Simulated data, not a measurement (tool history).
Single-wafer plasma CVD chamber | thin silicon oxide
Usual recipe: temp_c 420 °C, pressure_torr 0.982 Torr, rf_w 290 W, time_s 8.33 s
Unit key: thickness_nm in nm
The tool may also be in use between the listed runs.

run	hour	temp_c	pressure_torr	rf_w	time_s	read-back reference wafer on the same gauge, thickness_nm	thickness_nm
1	0	420	1.102	290	8.33	18.291	16.441
2	26.2	420	0.982	290	8.33	18.279	15.875
3	76.7	420	0.982	290	8.33	18.28	15.781
4	145.9	420	0.982	275	8.33	18.271	15.384
5	217.5	420	0.982	275	8.33	18.279	15.265
6	276.5	420	0.982	275	8.33	18.254	15.242
# hour 348: RF generator calibrated
# hour 355.6: capacitance manometer re-zeroed and calibrated
7	361	420	0.982	290	8.33	18.264	15.744
8	428.8	420	0.982	290	8.33	18.252	15.697
# hour 442.7: gauge calibrated
9	498.8	420	0.982	290	8.33	18.888	16.316
# hour 516: thermocouple changed; heater temperature recalibrated
10	536.2	420	0.982	290	8.33	18.862	16.333
11	575.7	408	0.88	325	7.8	18.832	15.644
# hour 615.9: showerhead replaced
12	644.1	428	0.982	290	8.33	18.77	16.109
13	702.4	412	1.105	290	8.33	18.73	16.998
14	730.5	420	1.195	265	8.33	18.729	16.287
15	755.7	420	0.982	290	8.33	18.702	16.282
16	806.4	420	0.982	315	6.81	18.68	13.798
17	830.6	420	0.982	290	7.02	18.648	13.639
18	886.1	420	0.982	290	8.33	18.639	16.088
19	956	420	1.218	235	8.33	18.575	15.104
20	996.8	420	0.982	340	8.33	18.572	17.335
21	1042.7	411	1.146	245	9.31	18.539	17.083
22	1075	433	0.982	315	7.61	18.529	15.157
23	1230.7	428	0.892	270	8.33	18.491	14.732
24	1286.7	420	0.982	290	8.33	18.464	16.078
25	1340.4	420	0.982	290	8.33	18.453	15.929
26	1412.5	420	0.982	290	8.33	18.427	15.869
27	1438.4	426	0.857	290	8.33	18.429	15.019
28	1481.3	414	0.982	320	9.58	18.406	19.441
29	1551.2	420	0.982	290	8.33	18.407	15.884

Pick out some run-to-run changes in thickness_nm. Of each, how much would a tool without hidden state show as well, from the settings, what came in and chance, and how much is left for the hidden state and any gauge scatter not in both results compared?
What the log doesn't record here: wafer temperature above the value expected at the setpoint (K); delivered RF power above the setpoint (%); true pressure above the setpoint (%); gauge reads high (%).
Run 8 -> 9: gauge calibrated. thickness_nm +0.619 nm: hidden state +0.541, all else +0.078.
Run 27 -> 28: temp_c 426 -> 414, pressure_torr 0.857 -> 0.982, rf_w 290 -> 320, time_s 8.33 -> 9.58. thickness_nm +4.422 nm: hidden state -0.149, all else +4.571.
Run 28 -> 29: temp_c 414 -> 420, rf_w 320 -> 290, time_s 9.58 -> 8.33. thickness_nm -3.557 nm: hidden state +0.099, all else -3.656.
